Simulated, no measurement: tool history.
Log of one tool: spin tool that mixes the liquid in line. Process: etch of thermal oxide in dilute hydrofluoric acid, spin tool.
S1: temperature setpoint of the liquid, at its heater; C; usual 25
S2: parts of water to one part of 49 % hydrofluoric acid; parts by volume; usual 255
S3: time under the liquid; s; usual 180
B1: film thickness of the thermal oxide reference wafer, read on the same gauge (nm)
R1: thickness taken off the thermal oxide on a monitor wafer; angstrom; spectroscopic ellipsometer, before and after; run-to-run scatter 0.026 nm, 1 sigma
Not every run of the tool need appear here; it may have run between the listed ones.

| run | hour | S1 | S2 | S3 | B1 | R1 |
|---|---|---|---|---|---|---|
| 1 | 0 | 25 | 255 | 150 | 79.998 | 21.14 |
|  | 1.9 | hydrofluoric acid flow meter replaced |
| 2 | 9.1 | 25 | 255 | 150 | 79.992 | 24.38 |
| 3 | 15.5 | 25 | 255 | 150 | 79.984 | 24.39 |
| 4 | 30.8 | 25 | 255 | 130 | 79.997 | 21.37 |
|  | 32.1 | gauge calibrated |
| 5 | 43.8 | 25 | 255 | 130 | 80.028 | 21.26 |
| 6 | 61.7 | 25 | 255 | 180 | 80.007 | 29.31 |
| 7 | 77.2 | 25 | 255 | 180 | 80.003 | 29.39 |
| 8 | 90.3 | 25 | 255 | 180 | 80.018 | 29.42 |
| 9 | 100.1 | 25 | 255 | 180 | 80.017 | 29.26 |
| 10 | 112.1 | 20 | 200 | 180 | 80.006 | 32.76 |
| 11 | 126.7 | 21.5 | 130 | 225 | 80.012 | 71.74 |
| 12 | 138.6 | 25 | 255 | 95 | 80.032 | 15.27 |
| 13 | 144.8 | 25 | 255 | 150 | 79.993 | 24.17 |
|  | 153.7 | thermometer replaced |
| 14 | 154.2 | 29.5 | 375 | 180 | 80.025 | 20.17 |
| 15 | 159.5 | 22 | 255 | 140 | 80.003 | 20.37 |
| 16 | 165.8 | 23 | 325 | 245 | 79.963 | 26.84 |
| 17 | 186.5 | 27.5 | 310 | 85 | 80.021 | 11.46 |
| 18 | 192.9 | 25 | 255 | 90 | 80.028 | 14.42 |
| 19 | 207.4 | 23 | 255 | 275 | 79.988 | 40.87 |
| 20 | 216.3 | 25 | 135 | 180 | 80.008 | 63.88 |
| 21 | 231.7 | 23 | 255 | 215 | 79.984 | 32.7 |
| 22 | 242.2 | 25 | 255 | 180 | 80.017 | 29.29 |
| 23 | 253.8 | 25 | 255 | 180 | 80.01 | 28.33 |
| 24 | 268.1 | 22 | 180 | 180 | 80.002 | 39.51 |
| 25 | 282.8 | 23.5 | 215 | 275 | 79.964 | 51.83 |

Run 26, settings as shown, results not yet in. Your forecast:
| 26 | 296.1 | 25 | 255 | 180 | ? | ? |

Logged for run 26: B1 80, R1 28.46 angstrom.
Were there no unlogged condition in the tool, this run, its random variation unchanged, would have produced R1 29.55 angstrom.

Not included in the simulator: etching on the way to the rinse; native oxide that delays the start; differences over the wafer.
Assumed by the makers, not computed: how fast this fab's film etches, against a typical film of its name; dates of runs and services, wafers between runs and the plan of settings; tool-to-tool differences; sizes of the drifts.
